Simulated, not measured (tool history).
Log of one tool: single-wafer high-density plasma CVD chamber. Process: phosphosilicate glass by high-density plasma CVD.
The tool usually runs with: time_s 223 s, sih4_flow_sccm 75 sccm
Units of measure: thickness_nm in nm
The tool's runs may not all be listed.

run      day  time_s  sih4_flow_sccm  read-back reference wafer on the same gauge, thickness_nm  thickness_nm
  1        0     223              84                                                   1759.583      1855.938
  2    2.942     223              84                                                    1758.59      1869.143
  3    4.742     223              86                                                   1759.507      1877.965
  4    9.238     223              75                                                   1759.891      1723.424
  5    11.65     223              71                                                   1758.934      1657.724
  6   16.038     223              75                                                   1759.712      1719.614
  7   17.867     223              75                                                   1760.315      1724.736
  8   30.642     223              75                                                   1759.174      1725.984
  9   33.567     223              75                                                   1760.257      1725.766
 10   37.004     223              75                                                   1759.632      1739.741
 11     39.6     223              75                                                   1760.341      1734.224
 12   42.533     223              75                                                   1759.827      1744.657
 13   45.133     223              75                                                   1760.145       1732.28
 14   47.204     223              75                                                   1760.734      1734.972
 15   49.717     223              75                                                   1760.587      1735.436
 16   52.958     192              83                                                   1759.876      1598.337
 17   56.708     192              83                                                   1761.358      1606.129
 18   59.021     223              69                                                   1759.275      1652.423
 19   61.904     240              80                                                   1759.574      1966.748
 20   65.746     247              82                                                   1760.072      2065.521
      68.533  -- silane flow controller replaced
 21   69.208     223              81                                                   1760.268      1815.461
      69.917  -- gauge calibrated
 22   72.246     238              66                                                   1759.048      1688.096
 23    73.85     208              80                                                   1760.042      1671.327
 24   78.104     239              84                                                   1760.075      1996.122
 25   81.312     267              75                                                   1760.365      2064.234
 26   82.829     223              75                                                   1759.969      1721.027
 27   87.038     253              81                                                   1760.305       2062.23
 28   88.862     200              89                                                   1759.687      1726.304
 29    91.05     223              75                                                   1760.401      1717.933
 30   99.429     223              75                                                   1759.792      1723.869
 31  102.858     262              81                                                   1760.105      2126.163
 32  104.575     189              75                                                   1759.521      1463.367
 33  106.154     223              87                                                   1760.426      1912.433
 34  110.242     259              70                                                   1759.777      1913.951
 35  118.617     184              69                                                   1759.798      1345.146
 36  120.558     223              71                                                    1760.29      1669.847

What if the next run were any one of these 3? Each begins from the tool's condition after run 36:
  A  120.579     263              75                                                          ?             ?
  B  120.579     210              67                                                          ?             ?
  C  120.579     202              82                                                          ?             ?

run  read-back reference wafer on the same gauge, thickness_nm  thickness_nm
  A                                                    1760.26       2039.67
  B                                                    1760.26      1512.312
  C                                                    1760.26      1664.495
Without the tool's unlogged condition, the same runs would have read:
run  thickness_nm
  A      2024.036
  B       1500.72
  C      1651.736

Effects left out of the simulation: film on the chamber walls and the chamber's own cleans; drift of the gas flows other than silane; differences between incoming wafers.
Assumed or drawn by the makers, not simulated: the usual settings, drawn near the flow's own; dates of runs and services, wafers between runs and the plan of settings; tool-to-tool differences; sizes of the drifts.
